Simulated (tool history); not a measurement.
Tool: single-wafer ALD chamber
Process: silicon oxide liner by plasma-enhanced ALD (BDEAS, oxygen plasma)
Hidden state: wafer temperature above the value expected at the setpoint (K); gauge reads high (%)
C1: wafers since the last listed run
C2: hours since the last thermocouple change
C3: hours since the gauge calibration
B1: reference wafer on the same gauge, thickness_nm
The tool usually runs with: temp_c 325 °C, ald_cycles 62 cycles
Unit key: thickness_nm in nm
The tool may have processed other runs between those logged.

Run 1, day 0: usual settings; C1 0; C2 1923.7; C3 258.7; B1 6.537. Result: thickness_nm 5.584 nm.
Run 2, day 1.912: usual settings; C1 164; C2 1969.6; C3 304.6; B1 6.542. Result: thickness_nm 5.602 nm.
Run 3, day 9.104: usual settings but temp_c 319 °C; C1 618; C2 2142.2; C3 477.2; B1 6.537. Result: thickness_nm 5.603 nm.
Run 4, day 11.9: usual settings but temp_c 334 °C; C1 240; C2 2209.3; C3 544.3; B1 6.537. Result: thickness_nm 5.467 nm.
Run 5, day 14.742: usual settings but temp_c 334 °C; C1 244; C2 2277.5; C3 612.5; B1 6.536. Result: thickness_nm 5.496 nm.
Run 6, day 16.162: usual settings but temp_c 334 °C; C1 122; C2 2311.6; C3 646.6; B1 6.538. Result: thickness_nm 5.496 nm.
Run 7, day 23.988: usual settings; C1 673; C2 2499.4; C3 834.4; B1 6.54. Result: thickness_nm 5.58 nm.
Run 8, day 25.221: usual settings; C1 106; C2 2529; C3 864; B1 6.538. Result: thickness_nm 5.577 nm.
Run 9, day 27.738: usual settings but ald_cycles 66 cycles; C1 216; C2 2589.4; C3 924.4; B1 6.54. Result: thickness_nm 5.961 nm.
Run 10, day 29.642: usual settings; C1 163; C2 2635.1; C3 970.1; B1 6.54. Result: thickness_nm 5.588 nm.
Run 11, day 31.867: usual settings; C1 191; C2 2688.5; C3 1023.5; B1 6.539. Result: thickness_nm 5.558 nm.
Run 12, day 34.633: usual settings; C1 238; C2 2754.9; C3 1089.9; B1 6.543. Result: thickness_nm 5.591 nm.
Run 13, day 36.971: usual settings; C1 201; C2 2811; C3 1146; B1 6.536. Result: thickness_nm 5.567 nm.
At day 37.8: thermocouple changed; heater temperature recalibrated.
Run 14, day 42.446: usual settings; C1 442; C2 111.5; C3 1277.4; B1 6.54. Result: thickness_nm 5.538 nm.
At day 44.238: gauge calibrated.
Run 15, day 45.442: usual settings but temp_c 315 °C; C1 257; C2 183.4; C3 28.9; B1 6.539. Result: thickness_nm 5.596 nm.
Run 16, day 47.025: usual settings but temp_c 315 °C; C1 136; C2 221.4; C3 66.9; B1 6.539. Result: thickness_nm 5.606 nm.
Run 17, day 48.412: usual settings but temp_c 315 °C; C1 119; C2 254.7; C3 100.2; B1 6.543. Result: thickness_nm 5.633 nm.
Run 18, day 50.654: usual settings; C1 192; C2 308.5; C3 154; B1 6.54. Result: thickness_nm 5.527 nm.
Run 19, day 52.838: usual settings but ald_cycles 65 cycles; C1 187; C2 360.9; C3 206.4; B1 6.542. Result: thickness_nm 5.809 nm.
Run 20, day 54.858: usual settings; C1 173; C2 409.4; C3 254.9; B1 6.54. Result: thickness_nm 5.541 nm.
Run 21, day 55.912: usual settings; C1 90; C2 434.7; C3 280.2; B1 6.542. Result: thickness_nm 5.525 nm.
Run 22, day 57.138: usual settings; C1 105; C2 464.1; C3 309.6; B1 6.541. Result: thickness_nm 5.555 nm.
Run 23, day 59.304: usual settings but temp_c 314 °C, ald_cycles 74 cycles; C1 186; C2 516.1; C3 361.6; B1 6.54. Result: thickness_nm 6.753 nm.
Run 24, day 60.708: usual settings but temp_c 318 °C, ald_cycles 72 cycles; C1 120; C2 549.8; C3 395.3; B1 6.538. Result: thickness_nm 6.508 nm.
Run 25, day 63.196: usual settings; C1 214; C2 609.5; C3 455; B1 6.539. Result: thickness_nm 5.562 nm.
Run 26, day 64.696: usual settings but temp_c 334 °C, ald_cycles 71 cycles; C1 129; C2 645.5; C3 491; B1 6.54. Result: thickness_nm 6.262 nm.
Run 27, day 66.454: usual settings but temp_c 311 °C, ald_cycles 54 cycles; C1 151; C2 687.7; C3 533.2; B1 6.54. Result: thickness_nm 4.942 nm.
Run 28, day 68.146: usual settings; C1 145; C2 728.3; C3 573.8; B1 6.541. Result: thickness_nm 5.539 nm.
Run 29, day 72.7: usual settings but temp_c 331 °C, ald_cycles 56 cycles; C1 391; C2 837.6; C3 683.1; B1 6.541. Result: thickness_nm 4.959 nm.
Run 30, day 74.338: usual settings but temp_c 329 °C, ald_cycles 73 cycles; C1 140; C2 876.9; C3 722.4; B1 6.538. Result: thickness_nm 6.474 nm.
Run 31, day 76.008: usual settings but temp_c 319 °C; C1 143; C2 917; C3 762.5; B1 6.542. Result: thickness_nm 5.63 nm.

Estimate the outcome of run 32 from the log above:
Run 32, day 78.371: usual settings but temp_c 318 °C, ald_cycles 67 cycles; C1 203; C2 973.7; C3 819.2; B1 ?. Result: thickness_nm ?.

B1: 6.541
thickness_nm: 6.066 nm
Take away the tool's hidden state, keep the run-to-run variation as it was, and the same run would have given thickness_nm 6.03 nm.
